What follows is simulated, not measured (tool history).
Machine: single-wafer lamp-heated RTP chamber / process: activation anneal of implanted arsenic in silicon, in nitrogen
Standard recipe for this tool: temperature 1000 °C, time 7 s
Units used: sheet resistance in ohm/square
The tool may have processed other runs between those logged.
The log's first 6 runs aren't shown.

run,hour,temperature,time,"read-back reference wafer on the same gauge, sheet resistance",sheet resistance
7,103.7,1000,7,111.72,128.11
8,109.8,1000,7,111.88,126.6
# hour 129.2: pyrometer window cleaned and pyrometer calibrated
# hour 135.8: reflector plate cleaned
9,136.3,1000,7,112.08,132.22
10,142.3,1000,7,111.95,132.13
11,151.6,1000,7,112.18,130.25
12,166.8,1000,7,111.78,129.85
13,183.3,1000,7,111.88,128.26
14,226.5,1017,7,112.05,118.77
15,242,991,7,111.89,131.84
16,253.2,984,5,111.98,138.88
# hour 262.6: pyrometer window cleaned and pyrometer calibrated
17,263.1,987,10,111.79,134.54
18,269.9,1000,9,111.89,127.77
19,286.5,1013,6,111.82,127.03
20,297.8,991,7,111.96,135.21
21,336.2,1000,7,111.72,128.18
22,352.7,1029,7,111.86,113.71
# hour 361.7: reflector plate cleaned
# hour 364.1: gauge calibrated
23,366.2,1000,8,112.22,124.97
24,378.2,1000,7,111.81,127.03
# hour 388.1: pyrometer window cleaned and pyrometer calibrated
25,388.6,977,4,112.17,148.58
26,397.9,1011,5,111.94,132.06
27,403.9,1000,7,112.17,130.7
28,411.2,1010,5,111.82,130.3

What does the tool deliver on the next run?
29,436.9,990,9,?,?

{"run 29": {"read-back reference wafer on the same gauge, sheet resistance": 112.02, "sheet resistance": 129.82}}
With the hidden condition absent and the run-to-run variation left alone, this run would have shown sheet resistance 135.26 ohm/square.
